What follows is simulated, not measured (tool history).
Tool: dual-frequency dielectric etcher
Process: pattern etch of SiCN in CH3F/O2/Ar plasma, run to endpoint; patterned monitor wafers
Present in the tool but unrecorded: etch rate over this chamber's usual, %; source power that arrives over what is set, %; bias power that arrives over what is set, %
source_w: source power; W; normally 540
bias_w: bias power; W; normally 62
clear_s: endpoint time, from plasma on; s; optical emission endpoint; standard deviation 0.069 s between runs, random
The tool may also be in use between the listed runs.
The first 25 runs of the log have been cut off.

run   hour  source_w  bias_w  wafers since the last listed run  hours since the last wet clean  hours since the last source power generator calibration  hours since the last bias power generator calibration  hours since the last upper electrode change  incoming incoming film thickness, nm  clear_s
 26  386.2       410      62                               233                            43.3                                                     21.9                                                   98.6                                         29.5                                  8.16     24.5
 27  397.7       600      71                               194                            54.8                                                     33.4                                                  110.1                                           41                                  8.25     18.5
 28  413.6       610      67                               269                            70.7                                                     49.3                                                    126                                         56.9                                  8.27     18.7
 29  428.4       500      62                               250                            85.5                                                     64.1                                                  140.8                                         71.7                                  8.23     21.3
 30  437.1       540      62                               147                            94.2                                                     72.8                                                  149.5                                         80.4                                  8.07     20.1
 31  447.8       540      62                               181                           104.9                                                     83.5                                                  160.2                                         91.1                                  8.19     20.3
 32  454.3       490      72                               110                           111.4                                                       90                                                  166.7                                         97.6                                  8.16     20.6
 33  463.8       540      49                               161                           120.9                                                     99.5                                                  176.2                                        107.1                                  8.23     21.9
 34  477.3       610      58                               228                           134.4                                                      113                                                  189.7                                        120.6                                  8.22     19.3
 35  494.3       660      49                               288                           151.4                                                      130                                                  206.7                                        137.6                                  8.11       19

Predict each of these 5 candidate next runs independently; none follows another, all start after run 35:
  A  494.7       540      54                                 6                           151.8                                                    130.4                                                  207.1                                          138                                  8.15        ?
  B  494.7       640      57                                 6                           151.8                                                    130.4                                                  207.1                                          138                                  8.15        ?
  C  494.7       590      68                                 6                           151.8                                                    130.4                                                  207.1                                          138                                  8.15        ?
  D  494.7       490      46                                 6                           151.8                                                    130.4                                                  207.1                                          138                                  8.15        ?
  E  494.7       580      54                                 6                           151.8                                                    130.4                                                  207.1                                          138                                  8.15        ?

run  clear_s
  A     21.1
  B     18.8
  C     18.7
  D     23.5
  E     20.2
Stripped of hidden state, with their random variation kept, the same runs would have yielded:
run  clear_s
  A     21.1
  B     18.8
  C     18.7
  D     23.5
  E     20.2

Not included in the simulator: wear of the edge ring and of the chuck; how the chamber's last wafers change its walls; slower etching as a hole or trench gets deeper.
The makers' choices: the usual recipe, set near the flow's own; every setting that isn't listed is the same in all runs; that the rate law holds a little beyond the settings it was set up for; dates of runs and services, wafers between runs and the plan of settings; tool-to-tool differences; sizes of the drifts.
